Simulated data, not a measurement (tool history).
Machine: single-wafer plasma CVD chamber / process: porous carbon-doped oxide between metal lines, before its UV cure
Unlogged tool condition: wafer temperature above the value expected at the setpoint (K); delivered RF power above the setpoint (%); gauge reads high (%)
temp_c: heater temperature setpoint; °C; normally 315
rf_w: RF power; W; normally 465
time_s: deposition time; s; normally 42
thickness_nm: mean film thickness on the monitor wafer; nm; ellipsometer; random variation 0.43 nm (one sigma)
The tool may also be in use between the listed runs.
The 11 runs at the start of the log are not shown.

run	hour	temp_c	rf_w	time_s	wafers since the last listed run	hours since the last thermocouple change	hours since the last RF generator calibration	hours since the showerhead was replaced	hours since the gauge calibration	read-back reference wafer on the same gauge, thickness_nm	thickness_nm
# hour 189.5: RF generator calibrated
12	190	315	465	42	1074	1231.1	0.5	102.5	222.4	205.993	185.401
13	204.4	315	465	42	330	1245.5	14.9	116.9	236.8	205.979	184.813
14	221.3	303	390	49.1	388	1262.4	31.8	133.8	253.7	205.763	207.328
# hour 233.2: thermocouple changed; heater temperature recalibrated
15	233.7	315	465	42	101	0.5	44.2	146.2	266.1	205.945	184.464
16	240.7	310	510	45.3	160	7.5	51.2	153.2	273.1	205.905	216.921
17	255.6	302	465	46.6	342	22.4	66.1	168.1	288	205.9	222.14
18	261.8	315	465	42	142	28.6	72.3	174.3	294.2	205.993	184.991
19	271.4	307	420	48.5	220	38.2	81.9	183.9	303.8	205.94	209.634
# hour 280.5: gauge calibrated
20	297.3	315	465	46.7	594	64.1	107.8	209.8	16.8	205.985	204.753
21	305.7	325	380	42	192	72.5	116.2	218.2	25.2	206.078	153.666
22	318.3	307	505	34.2	289	85.1	128.8	230.8	37.8	205.895	166.763
23	327.3	327	520	38.3	206	94.1	137.8	239.8	46.8	206.013	168.372
24	338.1	315	465	42	247	104.9	148.6	250.6	57.6	206.039	184.96
25	361.1	321	490	38.4	528	127.9	171.6	273.6	80.6	205.859	168.79
26	369.3	306	380	42	188	136.1	179.8	281.8	88.8	206.05	172.107
27	386.1	305	380	38.6	385	152.9	196.6	298.6	105.6	206.122	159.486
28	398.1	315	465	42	275	164.9	208.6	310.6	117.6	205.998	185.272
29	411.2	302	495	48.2	300	178	221.7	323.7	130.7	205.955	237.837
30	417.7	308	400	47.4	149	184.5	228.2	330.2	137.2	205.975	197.798
31	432.5	319	545	33.9	339	199.3	243	345	152	206.149	160.705
32	448.1	315	465	48.3	358	214.9	258.6	360.6	167.6	205.937	212.498
33	459.5	305	405	42	261	226.3	270	372	179	205.878	180.4
34	476.1	319	465	42	381	242.9	286.6	388.6	195.6	206.1	181.113

Alternative continuations, all from the tool just after run 34; predict every row:
A	476.5	305	465	42	9	243.3	287	389	196	?	?
B	476.5	304	505	42	9	243.3	287	389	196	?	?
C	476.5	322	525	39.9	9	243.3	287	389	196	?	?
D	476.5	315	530	42	9	243.3	287	389	196	?	?

run	read-back reference wafer on the same gauge, thickness_nm	thickness_nm
A	205.896	196.646
B	205.896	207.52
C	205.896	181.114
D	205.896	199.371
Without the tool's hidden state the same runs would have given:
run	thickness_nm
A	196.646
B	207.52
C	181.114
D	199.371
